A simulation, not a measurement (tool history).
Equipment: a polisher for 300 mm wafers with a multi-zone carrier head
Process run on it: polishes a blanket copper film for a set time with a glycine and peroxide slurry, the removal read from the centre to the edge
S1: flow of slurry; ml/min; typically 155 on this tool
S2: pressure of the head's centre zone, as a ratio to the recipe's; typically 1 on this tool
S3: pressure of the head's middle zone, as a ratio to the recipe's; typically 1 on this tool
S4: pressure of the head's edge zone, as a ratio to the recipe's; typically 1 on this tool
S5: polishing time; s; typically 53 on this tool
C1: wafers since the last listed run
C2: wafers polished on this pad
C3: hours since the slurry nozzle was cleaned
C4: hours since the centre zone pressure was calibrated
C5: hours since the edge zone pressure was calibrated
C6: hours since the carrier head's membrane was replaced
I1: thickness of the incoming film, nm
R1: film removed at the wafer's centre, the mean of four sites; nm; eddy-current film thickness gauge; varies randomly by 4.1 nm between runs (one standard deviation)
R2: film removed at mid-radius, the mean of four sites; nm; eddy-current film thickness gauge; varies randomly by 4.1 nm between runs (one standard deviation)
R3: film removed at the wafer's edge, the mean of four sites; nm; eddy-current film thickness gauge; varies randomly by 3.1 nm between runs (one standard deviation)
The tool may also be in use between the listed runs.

{"run": 1, "hour": 0.0, "S1": 155, "S2": 1, "S3": 1, "S4": 1, "S5": 53, "C1": 0, "C2": 871, "C3": 211.9, "C4": 477.4, "C5": 476.9, "C6": 306.1, "I1": 1725.3, "R1": 274, "R2": 276.6, "R3": 276.8}
{"run": 2, "hour": 185.6, "S1": 155, "S2": 1, "S3": 1, "S4": 1, "S5": 60, "C1": 2559, "C2": 3430, "C3": 397.5, "C4": 663, "C5": 662.5, "C6": 491.7, "I1": 1755, "R1": 290, "R2": 290.4, "R3": 299.1}
{"hour": 190.7, "done": "edge zone pressure recalibrated"}
{"run": 3, "hour": 269.3, "S1": 190, "S2": 1, "S3": 1, "S4": 1, "S5": 49, "C1": 1126, "C2": 4556, "C3": 481.2, "C4": 746.7, "C5": 78.6, "C6": 575.4, "I1": 1744, "R1": 240.3, "R2": 240.5, "R3": 249}
{"run": 4, "hour": 335.7, "S1": 180, "S2": 1, "S3": 0.93, "S4": 0.88, "S5": 65, "C1": 915, "C2": 5472, "C3": 547.6, "C4": 813.1, "C5": 145, "C6": 641.8, "I1": 1741.1, "R1": 325, "R2": 300.5, "R3": 305.7}
{"run": 5, "hour": 419.8, "S1": 155, "S2": 1, "S3": 1, "S4": 1, "S5": 53, "C1": 1159, "C2": 6631, "C3": 631.7, "C4": 897.2, "C5": 229.1, "C6": 725.9, "I1": 1762.2, "R1": 254.7, "R2": 249.9, "R3": 260.2}
{"hour": 495.3, "done": "slurry nozzle cleaned"}
{"run": 6, "hour": 527.3, "S1": 180, "S2": 1.12, "S3": 0.95, "S4": 1, "S5": 62, "C1": 1468, "C2": 8100, "C3": 32, "C4": 1004.7, "C5": 336.6, "C6": 833.4, "I1": 1732, "R1": 346.3, "R2": 291.7, "R3": 313.1}
{"hour": 596.9, "done": "worn pad replaced by a new one"}
{"run": 7, "hour": 626.4, "S1": 155, "S2": 1, "S3": 1, "S4": 1, "S5": 53, "C1": 1311, "C2": 406, "C3": 131.1, "C4": 1103.8, "C5": 435.7, "C6": 932.5, "I1": 1750.2, "R1": 276.9, "R2": 281.2, "R3": 277.9}
{"hour": 693.1, "done": "carrier head's membrane replaced by a new one"}
{"run": 8, "hour": 709.5, "S1": 180, "S2": 1, "S3": 1, "S4": 1, "S5": 53, "C1": 1076, "C2": 1483, "C3": 214.2, "C4": 1186.9, "C5": 518.8, "C6": 16.4, "I1": 1771.9, "R1": 265.4, "R2": 275.4, "R3": 282.4}
{"run": 9, "hour": 780.0, "S1": 155, "S2": 1, "S3": 1, "S4": 1, "S5": 53, "C1": 972, "C2": 2455, "C3": 284.7, "C4": 1257.4, "C5": 589.3, "C6": 86.9, "I1": 1734, "R1": 263.6, "R2": 258.1, "R3": 275.4}
{"hour": 789.8, "done": "edge zone pressure recalibrated"}
{"run": 10, "hour": 845.2, "S1": 190, "S2": 1, "S3": 0.95, "S4": 1, "S5": 48, "C1": 871, "C2": 3326, "C3": 349.9, "C4": 1322.6, "C5": 55.4, "C6": 152.1, "I1": 1715.5, "R1": 247.1, "R2": 232.7, "R3": 245.1}
{"hour": 890.6, "done": "centre zone pressure recalibrated"}
{"run": 11, "hour": 914.5, "S1": 175, "S2": 1, "S3": 0.9, "S4": 0.93, "S5": 42, "C1": 927, "C2": 4254, "C3": 419.2, "C4": 23.9, "C5": 124.7, "C6": 221.4, "I1": 1731.6, "R1": 204.8, "R2": 194.1, "R3": 207.5}
{"run": 12, "hour": 976.5, "S1": 155, "S2": 1, "S3": 1, "S4": 1, "S5": 53, "C1": 854, "C2": 5109, "C3": 481.2, "C4": 85.9, "C5": 186.7, "C6": 283.4, "I1": 1716, "R1": 257.8, "R2": 258.6, "R3": 263.5}
{"run": 13, "hour": 1049.2, "S1": 190, "S2": 1, "S3": 0.95, "S4": 1, "S5": 48, "C1": 1002, "C2": 6112, "C3": 553.9, "C4": 158.6, "C5": 259.4, "C6": 356.1, "I1": 1737.5, "R1": 236, "R2": 225.8, "R3": 245.6}
{"run": 14, "hour": 1151.4, "S1": 110, "S2": 0.96, "S3": 1, "S4": 1, "S5": 53, "C1": 1409, "C2": 7521, "C3": 656.1, "C4": 260.8, "C5": 361.6, "C6": 458.3, "I1": 1752.2, "R1": 228.8, "R2": 240.5, "R3": 246}
{"run": 15, "hour": 1193.7, "S1": 155, "S2": 1.07, "S3": 0.92, "S4": 1.07, "S5": 68, "C1": 583, "C2": 8104, "C3": 698.4, "C4": 303.1, "C5": 403.9, "C6": 500.6, "I1": 1748.3, "R1": 346.4, "R2": 302.2, "R3": 344.4}
{"hour": 1208.4, "done": "worn pad replaced by a new one"}
{"hour": 1254.3, "done": "slurry nozzle cleaned"}
{"run": 16, "hour": 1280.3, "S1": 135, "S2": 1, "S3": 1, "S4": 1, "S5": 53, "C1": 1125, "C2": 977, "C3": 26, "C4": 389.7, "C5": 490.5, "C6": 587.2, "I1": 1742.8, "R1": 264.5, "R2": 265, "R3": 270.2}
{"run": 17, "hour": 1346.9, "S1": 135, "S2": 1, "S3": 0.94, "S4": 1.11, "S5": 48, "C1": 918, "C2": 1895, "C3": 92.6, "C4": 456.3, "C5": 557.1, "C6": 653.8, "I1": 1739.7, "R1": 229, "R2": 222.2, "R3": 252.3}
{"run": 18, "hour": 1432.1, "S1": 200, "S2": 1, "S3": 1, "S4": 1.07, "S5": 53, "C1": 1174, "C2": 3070, "C3": 177.8, "C4": 541.5, "C5": 642.3, "C6": 739, "I1": 1773.8, "R1": 269.1, "R2": 276.7, "R3": 280.9}
{"hour": 1461.6, "done": "edge zone pressure recalibrated"}
{"run": 19, "hour": 1479.6, "S1": 125, "S2": 1.03, "S3": 1.09, "S4": 1.11, "S5": 53, "C1": 627, "C2": 3697, "C3": 225.3, "C4": 589, "C5": 18, "C6": 786.5, "I1": 1740.4, "R1": 260.3, "R2": 269.2, "R3": 274.1}
{"run": 20, "hour": 1518.8, "S1": 155, "S2": 1, "S3": 1, "S4": 1, "S5": 61, "C1": 540, "C2": 4238, "C3": 264.5, "C4": 628.2, "C5": 57.2, "C6": 825.7, "I1": 1765.7, "R1": 295.1, "R2": 300.7, "R3": 303.6}
{"run": 21, "hour": 1620.6, "S1": 155, "S2": 0.94, "S3": 1, "S4": 1, "S5": 53, "C1": 1403, "C2": 5641, "C3": 366.3, "C4": 730, "C5": 159, "C6": 927.5, "I1": 1733.9, "R1": 235.8, "R2": 256, "R3": 263}
{"run": 22, "hour": 1715.6, "S1": 155, "S2": 1, "S3": 1, "S4": 1, "S5": 53, "C1": 1309, "C2": 6951, "C3": 461.3, "C4": 825, "C5": 254, "C6": 1022.5, "I1": 1763.3, "R1": 256.9, "R2": 248.3, "R3": 261.2}

4 ways to go on from here, each from the tool as it stands after run 22. What would each give?
{"run": "A", "hour": 1716.0, "S1": 155, "S2": 1.05, "S3": 1, "S4": 1, "S5": 53, "C1": 5, "C2": 6957, "C3": 461.7, "C4": 825.4, "C5": 254.4, "C6": 1022.9, "I1": 1745, "R1": "?", "R2": "?", "R3": "?"}
{"run": "B", "hour": 1716.0, "S1": 140, "S2": 0.96, "S3": 1.11, "S4": 1.12, "S5": 53, "C1": 5, "C2": 6957, "C3": 461.7, "C4": 825.4, "C5": 254.4, "C6": 1022.9, "I1": 1745, "R1": "?", "R2": "?", "R3": "?"}
{"run": "C", "hour": 1716.0, "S1": 155, "S2": 1, "S3": 0.95, "S4": 1, "S5": 53, "C1": 5, "C2": 6957, "C3": 461.7, "C4": 825.4, "C5": 254.4, "C6": 1022.9, "I1": 1745, "R1": "?", "R2": "?", "R3": "?"}
{"run": "D", "hour": 1716.0, "S1": 155, "S2": 1.07, "S3": 1, "S4": 1, "S5": 53, "C1": 5, "C2": 6957, "C3": 461.7, "C4": 825.4, "C5": 254.4, "C6": 1022.9, "I1": 1745, "R1": "?", "R2": "?", "R3": "?"}

run=A R1=265.7 R2=257.4 R3=265.4
run=B R1=238.1 R2=276.4 R3=276.7
run=C R1=252.9 R2=246.6 R3=265.5
run=D R1=270.8 R2=257.4 R3=265.4
The same runs, with their run-to-run variation unchanged, on a tool lacking any hidden condition would have given:
run=A R1=290.1 R2=281 R3=289.7
run=B R1=260 R2=301.8 R3=302.1
run=C R1=276.1 R2=269.2 R3=289.9
run=D R1=295.7 R2=281 R3=289.7
